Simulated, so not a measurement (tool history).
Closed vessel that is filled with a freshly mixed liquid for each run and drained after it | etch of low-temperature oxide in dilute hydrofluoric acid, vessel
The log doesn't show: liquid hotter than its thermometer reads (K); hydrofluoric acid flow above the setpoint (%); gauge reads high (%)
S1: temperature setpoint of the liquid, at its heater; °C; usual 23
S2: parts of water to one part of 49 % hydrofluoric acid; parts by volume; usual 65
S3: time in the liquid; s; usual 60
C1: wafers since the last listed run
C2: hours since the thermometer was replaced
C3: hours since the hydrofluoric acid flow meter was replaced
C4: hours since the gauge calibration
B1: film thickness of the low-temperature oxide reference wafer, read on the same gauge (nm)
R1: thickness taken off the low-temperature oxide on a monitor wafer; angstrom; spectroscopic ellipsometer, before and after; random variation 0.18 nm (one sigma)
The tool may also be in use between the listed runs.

run	hour	S1	S2	S3	C1	C2	C3	C4	B1	R1
1	0	23	55	85	0	214.9	22.3	1309.8	50.95	572.9
2	59.4	21	65	60	7703	274.3	81.7	1369.2	50.99	310
3	112	21	65	60	6821	326.9	134.3	1421.8	51.03	309.5
4	167.9	21	65	60	7249	382.8	190.2	1477.7	51.12	311
5	275.7	23	65	60	13979	490.6	298	1585.5	51.25	342.8
6	377	23	65	60	13136	591.9	399.3	1686.8	51.45	338.2
7	484.7	23	65	60	13966	699.6	507	1794.5	51.57	343.2
8	588.4	23	65	60	13448	803.3	610.7	1898.2	51.72	341.1
9	642.4	23	65	60	7002	857.3	664.7	1952.2	51.82	343.9
10	729.2	18	80	60	11256	944.1	751.5	2039	51.97	222.7
# hour 771.6: hydrofluoric acid flow meter replaced
11	800.7	23	65	80	9142	1015.6	29.1	2110.5	52.13	457.6
12	874.4	23	65	60	9557	1089.3	102.8	2184.2	52.26	346.7
# hour 874.8: gauge calibrated
13	911.2	25.5	95	70	4772	1126.1	139.6	36.4	49.71	280.9
14	948.1	27.5	65	75	4785	1163	176.5	73.3	49.71	491.4
15	1019.5	23	65	35	9259	1234.4	247.9	144.7	49.67	190.1
16	1083.5	23	65	70	8299	1298.4	311.9	208.7	49.71	385.9
17	1406.9	23	40	30	41939	1621.8	635.3	532.1	49.84	276.1
18	1487.2	23	90	85	10413	1702.1	715.6	612.4	49.85	328.8
19	1531.3	23	65	80	5719	1746.2	759.7	656.5	49.91	433.3
20	1568	23	55	85	4759	1782.9	796.4	693.2	49.86	562.7
# hour 1574.4: hydrofluoric acid flow meter replaced
21	1640.7	23	65	60	9298	1855.6	66.3	765.9	49.92	331.2
# hour 1709: thermometer replaced
22	1729.6	23	65	60	11399	20.6	155.2	854.8	49.93	329.6
23	1823.2	23	75	60	12138	114.2	248.8	948.4	50.08	280.6
24	1907.2	23	90	60	10893	198.2	332.8	1032.4	50.14	231.8
25	1987.6	23	65	40	10426	278.6	413.2	1112.8	50.19	220.7
26	2057.6	20	65	80	9077	348.6	483.2	1182.8	50.28	391.8
27	2118.6	23	65	60	7910	409.6	544.2	1243.8	50.34	334.8
28	2201.8	23	65	60	10789	492.8	627.4	1327	50.44	330.9
29	2280	27	45	75	10141	571	705.6	1405.2	50.51	731.1
30	2359.7	18.5	90	85	10335	650.7	785.3	1484.9	50.63	275.1
31	2396.3	23	65	60	4746	687.3	821.9	1521.5	50.72	332.1
# hour 2417.4: hydrofluoric acid flow meter replaced
32	2472.3	21	65	75	9726	763.3	54.9	1597.5	50.76	387
33	2535.4	23	65	60	8183	826.4	118	1660.6	50.85	334.9

Forecast each of these 3 alternatives for the next run:
A	2536.1	23	65	60	90	827.1	118.7	1661.3	?	?
B	2536.1	23	75	30	90	827.1	118.7	1661.3	?	?
C	2536.1	23	40	60	90	827.1	118.7	1661.3	?	?

run	B1	R1
A	50.91	335
B	50.91	143.3
C	50.91	562.1
Without the tool's hidden state the same runs would have given:
run	R1
A	329.3
B	140.9
C	552.7
